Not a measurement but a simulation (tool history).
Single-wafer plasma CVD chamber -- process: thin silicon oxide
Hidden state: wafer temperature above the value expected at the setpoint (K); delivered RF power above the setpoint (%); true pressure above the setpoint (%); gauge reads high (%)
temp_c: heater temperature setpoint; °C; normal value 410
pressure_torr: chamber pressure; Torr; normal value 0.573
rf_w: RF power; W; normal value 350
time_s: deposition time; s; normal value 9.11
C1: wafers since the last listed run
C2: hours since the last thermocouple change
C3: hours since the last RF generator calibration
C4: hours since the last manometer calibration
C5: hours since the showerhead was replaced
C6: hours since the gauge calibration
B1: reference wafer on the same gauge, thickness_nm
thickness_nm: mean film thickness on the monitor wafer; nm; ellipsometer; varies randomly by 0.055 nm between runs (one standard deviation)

Run 1, hour 0: usual settings but temp_c 407 °C, rf_w 310 W; C1 0; C2 913.5; C3 978.9; C4 2460; C5 4986.7; C6 2515.1; B1 9.992. Result: thickness_nm 11.521 nm.
Run 2, hour 78.4: usual settings but temp_c 407 °C, rf_w 310 W; C1 3544; C2 991.9; C3 1057.3; C4 2538.4; C5 5065.1; C6 2593.5; B1 9.998. Result: thickness_nm 11.453 nm.
Run 3, hour 194.6: usual settings but temp_c 418 °C; C1 5254; C2 1108.1; C3 1173.5; C4 2654.6; C5 5181.3; C6 2709.7; B1 9.989. Result: thickness_nm 12.061 nm.
Run 4, hour 242.6: usual settings but temp_c 403 °C, time_s 8.18 s; C1 2170; C2 1156.1; C3 1221.5; C4 2702.6; C5 5229.3; C6 2757.7; B1 10.007. Result: thickness_nm 10.975 nm.
Run 5, hour 298.6: usual settings; C1 2532; C2 1212.1; C3 1277.5; C4 2758.6; C5 5285.3; C6 2813.7; B1 9.997. Result: thickness_nm 12.179 nm.
Run 6, hour 353.4: usual settings; C1 2477; C2 1266.9; C3 1332.3; C4 2813.4; C5 5340.1; C6 2868.5; B1 10.017. Result: thickness_nm 12.177 nm.
Run 7, hour 439: usual settings; C1 3870; C2 1352.5; C3 1417.9; C4 2899; C5 5425.7; C6 2954.1; B1 10.001. Result: thickness_nm 12.121 nm.
Run 8, hour 547: usual settings but temp_c 421 °C, pressure_torr 0.691 Torr; C1 4883; C2 1460.5; C3 1525.9; C4 3007; C5 5533.7; C6 3062.1; B1 10.005. Result: thickness_nm 14.51 nm.
Run 9, hour 632: usual settings but pressure_torr 0.458 Torr, time_s 10 s; C1 3843; C2 1545.5; C3 1610.9; C4 3092; C5 5618.7; C6 3147.1; B1 10. Result: thickness_nm 10.636 nm.
At hour 643.3: gauge calibrated.
Run 10, hour 684.1: usual settings but rf_w 320 W, time_s 8.2 s; C1 2355; C2 1597.6; C3 1663; C4 3144.1; C5 5670.8; C6 40.8; B1 10.005. Result: thickness_nm 10.461 nm.
At hour 706.8: capacitance manometer re-zeroed and calibrated.
Run 11, hour 736.7: usual settings but temp_c 402 °C, pressure_torr 0.633 Torr, rf_w 370 W, time_s 10.87 s; C1 2016; C2 1650.2; C3 1715.6; C4 29.9; C5 5723.4; C6 93.4; B1 10.006. Result: thickness_nm 16.367 nm.
Run 12, hour 809.3: usual settings; C1 3282; C2 1722.8; C3 1788.2; C4 102.5; C5 5796; C6 166; B1 10.002. Result: thickness_nm 12.144 nm.
Run 13, hour 849.4: usual settings but temp_c 418 °C, pressure_torr 0.532 Torr, time_s 8.05 s; C1 1813; C2 1762.9; C3 1828.3; C4 142.6; C5 5836.1; C6 206.1; B1 9.995. Result: thickness_nm 9.874 nm.
At hour 945.9: RF generator calibrated.
Run 14, hour 952.1: usual settings but temp_c 402 °C, rf_w 310 W; C1 4281; C2 1865.6; C3 6.2; C4 245.3; C5 5938.8; C6 308.8; B1 10.002. Result: thickness_nm 11.451 nm.
Run 15, hour 999.7: usual settings but pressure_torr 0.46 Torr, rf_w 325 W; C1 2152; C2 1913.2; C3 53.8; C4 292.9; C5 5986.4; C6 356.4; B1 10.016. Result: thickness_nm 9.458 nm.
At hour 1037.6: showerhead replaced.
Run 16, hour 1107.7: usual settings but temp_c 401 °C, pressure_torr 0.472 Torr, rf_w 395 W, time_s 7.35 s; C1 4521; C2 2021.2; C3 161.8; C4 400.9; C5 70.1; C6 464.4; B1 10. Result: thickness_nm 8.515 nm.
Run 17, hour 1192.6: usual settings; C1 3838; C2 2106.1; C3 246.7; C4 485.8; C5 155; C6 549.3; B1 10.001. Result: thickness_nm 12.212 nm.
Run 18, hour 1237.3: usual settings; C1 2021; C2 2150.8; C3 291.4; C4 530.5; C5 199.7; C6 594; B1 9.986. Result: thickness_nm 12.195 nm.
Run 19, hour 1309.1: usual settings but temp_c 404 °C, pressure_torr 0.457 Torr, rf_w 285 W, time_s 7.7 s; C1 3246; C2 2222.6; C3 363.2; C4 602.3; C5 271.5; C6 665.8; B1 10.014. Result: thickness_nm 7.425 nm.
At hour 1354.2: thermocouple changed; heater temperature recalibrated.
Run 20, hour 1386.8: usual settings but temp_c 395 °C, pressure_torr 0.684 Torr, rf_w 385 W, time_s 10.69 s; C1 3151; C2 32.6; C3 440.9; C4 680; C5 349.2; C6 743.5; B1 9.992. Result: thickness_nm 17.877 nm.
Run 21, hour 1478.3: usual settings but pressure_torr 0.457 Torr; C1 4137; C2 124.1; C3 532.4; C4 771.5; C5 440.7; C6 835; B1 9.993. Result: thickness_nm 9.698 nm.
Run 22, hour 1558.3: usual settings but temp_c 395 °C, pressure_torr 0.46 Torr, time_s 10.27 s; C1 3617; C2 204.1; C3 612.4; C4 851.5; C5 520.7; C6 915; B1 10.007. Result: thickness_nm 11.103 nm.
Run 23, hour 1613.7: usual settings but rf_w 300 W; C1 2504; C2 259.5; C3 667.8; C4 906.9; C5 576.1; C6 970.4; B1 9.995. Result: thickness_nm 11.294 nm.
Run 24, hour 1658.1: usual settings but temp_c 396 °C, pressure_torr 0.465 Torr, rf_w 285 W, time_s 10.43 s; C1 2007; C2 303.9; C3 712.2; C4 951.3; C5 620.5; C6 1014.8; B1 10.001. Result: thickness_nm 10.27 nm.
Run 25, hour 1751.7: usual settings but time_s 10.86 s; C1 4232; C2 397.5; C3 805.8; C4 1044.9; C5 714.1; C6 1108.4; B1 10.009. Result: thickness_nm 14.499 nm.
Run 26, hour 1802.4: usual settings but temp_c 397 °C, rf_w 370 W, time_s 7.89 s; C1 2292; C2 448.2; C3 856.5; C4 1095.6; C5 764.8; C6 1159.1; B1 10.003. Result: thickness_nm 10.94 nm.
Run 27, hour 1871.6: usual settings but rf_w 410 W, time_s 10.41 s; C1 3128; C2 517.4; C3 925.7; C4 1164.8; C5 834; C6 1228.3; B1 9.999. Result: thickness_nm 14.814 nm.
Run 28, hour 1964.9: usual settings; C1 4218; C2 610.7; C3 1019; C4 1258.1; C5 927.3; C6 1321.6; B1 10.017. Result: thickness_nm 12.104 nm.

For each entry between runs, how does the tool's hidden state at the last listed run before it compare with that at the first listed run after it?
Logged between run 9 and run 10: gauge calibrated (hour 643.3)
  no difference in the tool's unlogged condition between these two runs
Logged between run 10 and run 11: capacitance manometer re-zeroed and calibrated (hour 706.8)
  no difference in the tool's unlogged condition between these two runs
Logged between run 13 and run 14: RF generator calibrated (hour 945.9)
  no difference in the tool's unlogged condition between these two runs
Logged between run 15 and run 16: showerhead replaced (hour 1037.6)
  no difference in the tool's unlogged condition between these two runs
Logged between run 19 and run 20: thermocouple changed; heater temperature recalibrated (hour 1354.2)
  no difference in the tool's unlogged condition between these two runs

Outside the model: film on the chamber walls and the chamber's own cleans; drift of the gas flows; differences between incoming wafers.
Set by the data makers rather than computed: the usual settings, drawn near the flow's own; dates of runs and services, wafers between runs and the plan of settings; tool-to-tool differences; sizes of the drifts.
